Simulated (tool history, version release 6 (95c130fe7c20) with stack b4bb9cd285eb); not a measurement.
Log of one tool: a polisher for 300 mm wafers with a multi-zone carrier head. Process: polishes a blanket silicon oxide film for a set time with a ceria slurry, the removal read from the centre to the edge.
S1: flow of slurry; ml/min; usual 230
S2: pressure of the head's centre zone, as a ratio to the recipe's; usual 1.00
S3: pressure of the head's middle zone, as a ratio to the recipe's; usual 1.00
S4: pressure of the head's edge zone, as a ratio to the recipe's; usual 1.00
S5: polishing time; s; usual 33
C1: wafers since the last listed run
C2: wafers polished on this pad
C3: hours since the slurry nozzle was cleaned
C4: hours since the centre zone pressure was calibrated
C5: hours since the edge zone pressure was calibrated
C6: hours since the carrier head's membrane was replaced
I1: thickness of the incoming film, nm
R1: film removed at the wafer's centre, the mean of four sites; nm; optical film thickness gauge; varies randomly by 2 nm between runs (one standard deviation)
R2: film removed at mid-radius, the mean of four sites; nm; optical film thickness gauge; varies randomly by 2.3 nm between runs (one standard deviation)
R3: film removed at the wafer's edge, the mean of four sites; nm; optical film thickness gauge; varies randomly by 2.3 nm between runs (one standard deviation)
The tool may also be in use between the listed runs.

run	hour	S1	S2	S3	S4	S5	C1	C2	C3	C4	C5	C6	I1	R1	R2	R3
1	0.0	230	1.00	1.00	1.00	33	0	555	99.5	1067.2	15.7	34.7	1467.7	172.5	161.6	168.0
2	14.0	230	1.00	1.00	1.00	33	128	683	113.5	1081.2	29.7	48.7	1480.6	177.3	163.8	163.6
3	25.0	230	1.00	1.00	1.00	33	100	784	124.5	1092.2	40.7	59.7	1477.8	182.0	168.6	159.7
4	31.5	230	1.11	1.00	1.06	33	59	844	131.0	1098.7	47.2	66.2	1474.5	192.9	161.9	167.6
# hour 40.3: worn pad replaced by a new one
5	42.6	230	1.11	1.00	1.06	33	65	21	142.1	1109.8	58.3	77.3	1482.9	197.9	165.8	168.3
6	58.1	230	1.00	0.96	1.00	25	142	163	157.6	1125.3	73.8	92.8	1497.5	136.8	117.0	124.8
# hour 68.8: centre zone pressure recalibrated
7	71.6	230	1.00	1.00	1.00	33	105	268	171.1	2.8	87.3	106.3	1475.5	184.8	160.9	161.4
8	85.3	230	0.92	1.04	1.00	24	125	394	184.8	16.5	101.0	120.0	1462.0	130.0	122.2	116.5
9	96.2	230	1.00	1.00	1.00	33	100	494	195.7	27.4	111.9	130.9	1498.1	191.0	160.5	161.6
10	105.6	230	1.00	1.00	0.92	33	86	580	205.1	36.8	121.3	140.3	1471.6	187.1	168.4	156.2
11	116.6	230	1.00	1.00	0.90	33	100	681	216.1	47.8	132.3	151.3	1478.2	191.4	161.4	156.2
12	127.8	230	1.00	1.00	1.00	29	102	784	227.3	59.0	143.5	162.5	1500.4	169.2	143.0	140.9
13	137.0	230	1.00	1.00	1.00	33	84	868	236.5	68.2	152.7	171.7	1474.5	189.7	158.7	161.2
# hour 138.3: slurry nozzle cleaned
# hour 143.8: centre zone pressure recalibrated, repeated, since the last time left the tool worse
14	145.4	270	1.00	1.05	1.00	43	49	918	7.1	1.6	161.1	180.1	1491.8	226.8	220.6	213.9
# hour 157.1: worn pad replaced by a new one
15	157.6	210	1.11	1.00	1.00	29	75	4	19.3	13.8	173.3	192.3	1493.4	163.3	142.2	142.6
16	168.6	295	1.00	1.09	1.00	33	100	105	30.3	24.8	184.3	203.3	1488.4	173.3	179.1	166.4
17	175.4	230	1.04	0.94	1.11	33	62	168	37.1	31.6	191.1	210.1	1487.9	180.1	155.6	173.1
18	184.5	230	1.04	0.94	1.11	33	83	251	46.2	40.7	200.2	219.2	1481.6	174.7	151.6	174.3
19	202.4	230	1.00	1.00	1.00	33	164	415	64.1	58.6	218.1	237.1	1480.7	168.5	163.1	164.8
20	211.7	230	1.06	1.00	1.00	21	85	501	73.4	67.9	227.4	246.4	1498.0	114.2	103.0	105.0
21	225.7	280	1.00	1.00	1.00	44	128	629	87.4	81.9	241.4	260.4	1481.4	232.9	221.9	220.0
22	242.9	160	1.00	0.90	1.00	33	157	787	104.6	99.1	258.6	277.6	1462.2	159.4	143.1	157.0
23	251.7	230	1.00	1.00	1.00	33	80	868	113.4	107.9	267.4	286.4	1475.2	167.9	161.1	164.1

Forecast each of these 3 alternatives for the next run:
A	252.1	230	1.00	1.00	1.00	33	3	871	113.8	108.3	267.8	286.8	1478.7	?	?	?
B	252.1	275	1.00	1.00	1.10	33	3	871	113.8	108.3	267.8	286.8	1478.7	?	?	?
C	252.1	275	1.00	1.09	1.00	39	3	871	113.8	108.3	267.8	286.8	1478.7	?	?	?

run	R1	R2	R3
A	170.0	160.0	159.2
B	174.1	163.5	169.6
C	205.9	207.9	191.0
What these runs would have given with no unlogged condition in the tool:
run	R1	R2	R3
A	167.0	160.0	159.2
B	171.1	163.5	169.6
C	202.3	207.9	191.0

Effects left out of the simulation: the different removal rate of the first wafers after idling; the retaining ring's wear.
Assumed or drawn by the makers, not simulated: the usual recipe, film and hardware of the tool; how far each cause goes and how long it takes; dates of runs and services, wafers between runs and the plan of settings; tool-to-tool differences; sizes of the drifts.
